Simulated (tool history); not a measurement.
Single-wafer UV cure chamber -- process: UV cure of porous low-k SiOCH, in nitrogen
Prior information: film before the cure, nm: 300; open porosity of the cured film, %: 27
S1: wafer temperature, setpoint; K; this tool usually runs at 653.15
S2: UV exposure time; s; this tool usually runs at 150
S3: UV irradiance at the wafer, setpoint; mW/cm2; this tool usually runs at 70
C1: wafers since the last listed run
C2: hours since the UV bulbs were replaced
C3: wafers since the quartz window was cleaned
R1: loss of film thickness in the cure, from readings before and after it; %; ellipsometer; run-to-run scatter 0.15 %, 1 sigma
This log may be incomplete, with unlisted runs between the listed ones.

| run | day | S1 | S2 | S3 | C1 | C2 | C3 | R1 |
|---|---|---|---|---|---|---|---|---|
| 1 | 0.000 | 653.15 | 150 | 70 | 0 | 1960.6 | 1060 | 8.174 |
| 2 | 0.462 | 653.15 | 150 | 70 | 60 | 1971.7 | 1120 | 8.284 |
| 3 | 2.692 | 653.15 | 150 | 99 | 291 | 2025.2 | 1412 | 9.415 |
| 4 | 2.979 | 653.15 | 150 | 99 | 37 | 2032.1 | 1449 | 9.456 |
| 5 | 3.658 | 653.15 | 150 | 70 | 88 | 2048.4 | 1538 | 7.779 |
| 6 | 5.404 | 653.15 | 150 | 70 | 228 | 2090.3 | 1766 | 7.515 |
|  | 6.012 | UV bulbs replaced |
| 7 | 6.033 | 653.15 | 150 | 70 | 38 | 0.5 | 1805 | 7.882 |
| 8 | 6.154 | 653.15 | 150 | 47 | 15 | 3.4 | 1820 | 6.183 |
| 9 | 6.738 | 637.15 | 150 | 70 | 76 | 17.4 | 1897 | 7.381 |
| 10 | 7.371 | 637.15 | 150 | 70 | 82 | 32.6 | 1979 | 7.245 |
| 11 | 8.012 | 653.15 | 130 | 70 | 83 | 48.0 | 2063 | 6.822 |
| 12 | 8.346 | 653.15 | 175 | 70 | 43 | 56.0 | 2107 | 8.004 |
|  | 9.229 | quartz window cleaned |
| 13 | 9.250 | 653.15 | 150 | 41 | 74 | 77.7 | 2 | 6.321 |
| 14 | 9.567 | 636.15 | 210 | 107 | 41 | 85.3 | 44 | 11.280 |
| 15 | 10.188 | 653.15 | 150 | 70 | 81 | 100.2 | 125 | 8.218 |
| 16 | 10.758 | 638.15 | 190 | 86 | 74 | 113.9 | 199 | 9.796 |
| 17 | 11.475 | 638.15 | 190 | 87 | 93 | 131.1 | 293 | 9.953 |
| 18 | 11.954 | 653.15 | 150 | 50 | 62 | 142.6 | 356 | 6.736 |
| 19 | 12.429 | 653.15 | 150 | 70 | 62 | 154.0 | 418 | 8.365 |

For run 20, what comes out?
| 20 | 13.108 | 642.15 | 105 | 70 | 88 | 170.3 | 506 | ? |

{"run 20": {"R1": 6.74}}
The same run, on a tool lacking any hidden state, would have yielded R1 6.965 %.
